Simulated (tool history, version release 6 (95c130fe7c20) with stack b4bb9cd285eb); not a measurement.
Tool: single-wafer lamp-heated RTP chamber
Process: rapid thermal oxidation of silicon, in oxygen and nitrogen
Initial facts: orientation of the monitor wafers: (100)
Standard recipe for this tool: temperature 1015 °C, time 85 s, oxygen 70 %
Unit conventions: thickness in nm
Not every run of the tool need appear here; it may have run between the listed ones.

| run | hour | temperature | time | oxygen | wafers since the last listed run | wafers since the last pyrometer calibration | hours since the oxygen flow controller was replaced | hours since the gauge calibration | read-back reference wafer on the same gauge, thickness | thickness |
|---|---|---|---|---|---|---|---|---|---|---|
| 1 | 0 | 1015 | 85 | 88 | 0 | 4399 | 2208.9 | 91.8 | 6.178 | 8.152 |
| 2 | 42.5 | 1015 | 85 | 88 | 379 | 4779 | 2251.4 | 134.3 | 6.183 | 8.149 |
| 3 | 90 | 1015 | 85 | 70 | 424 | 5203 | 2298.9 | 181.8 | 6.18 | 7.56 |
| 4 | 147.6 | 1015 | 85 | 70 | 514 | 5718 | 2356.5 | 239.4 | 6.182 | 7.553 |
| 5 | 204.1 | 1015 | 85 | 70 | 504 | 6223 | 2413 | 295.9 | 6.181 | 7.564 |
| 6 | 234.7 | 1015 | 85 | 70 | 273 | 6496 | 2443.6 | 326.5 | 6.176 | 7.557 |
| 7 | 299.7 | 1015 | 85 | 70 | 580 | 7077 | 2508.6 | 391.5 | 6.177 | 7.556 |
| 8 | 326.7 | 1015 | 85 | 70 | 241 | 7318 | 2535.6 | 418.5 | 6.183 | 7.57 |
|  | 337 | pyrometer window cleaned and pyrometer calibrated |
| 9 | 352.7 | 1015 | 85 | 58 | 160 | 140 | 2561.6 | 444.5 | 6.179 | 6.989 |
|  | 374.2 | gauge calibrated |
| 10 | 419.6 | 1015 | 65 | 51 | 597 | 737 | 2628.5 | 45.4 | 6.18 | 5.965 |
| 11 | 456.8 | 1001 | 85 | 94 | 332 | 1070 | 2665.7 | 82.6 | 6.181 | 7.504 |
| 12 | 495.5 | 1024 | 125 | 58 | 345 | 1415 | 2704.4 | 121.3 | 6.181 | 8.901 |
| 13 | 542 | 1015 | 126 | 45 | 415 | 1831 | 2750.9 | 167.8 | 6.183 | 7.658 |
| 14 | 600.3 | 1015 | 103 | 83 | 520 | 2352 | 2809.2 | 226.1 | 6.181 | 8.706 |
| 15 | 647.8 | 1033 | 57 | 70 | 424 | 2776 | 2856.7 | 273.6 | 6.177 | 7.14 |
| 16 | 694 | 1042 | 106 | 95 | 412 | 3189 | 2902.9 | 319.8 | 6.178 | 11.229 |
|  | 703.2 | oxygen flow controller replaced |
| 17 | 765.7 | 1015 | 85 | 88 | 569 | 3758 | 62.5 | 391.5 | 6.18 | 8.154 |
| 18 | 799.3 | 987 | 73 | 42 | 300 | 4058 | 96.1 | 425.1 | 6.176 | 4.847 |
| 19 | 832.3 | 1043 | 85 | 70 | 294 | 4353 | 129.1 | 458.1 | 6.183 | 9.211 |
| 20 | 899.5 | 1015 | 85 | 70 | 600 | 4953 | 196.3 | 525.3 | 6.182 | 7.536 |
| 21 | 938.2 | 1015 | 85 | 70 | 345 | 5299 | 235 | 564 | 6.186 | 7.545 |

For each run, what was the tool's unlogged condition?
deviation of the oxygen flow from its setpoint, %: 0 at every run
gauge reads high (%): 0 at every run
H1: true wafer temperature minus pyrometer reading, K
| run | H1 |
|---|---|
| 1 | 1.28 |
| 2 | 1.39 |
| 3 | 1.51 |
| 4 | 1.66 |
| 5 | 1.81 |
| 6 | 1.88 |
| 7 | 2.05 |
| 8 | 2.12 |
| 9 | 0.226 |
| 10 | 0.399 |
| 11 | 0.495 |
| 12 | 0.595 |
| 13 | 0.715 |
| 14 | 0.866 |
| 15 | 0.989 |
| 16 | 1.11 |
| 17 | 1.29 |
| 18 | 1.38 |
| 19 | 1.47 |
| 20 | 1.64 |
| 21 | 1.74 |
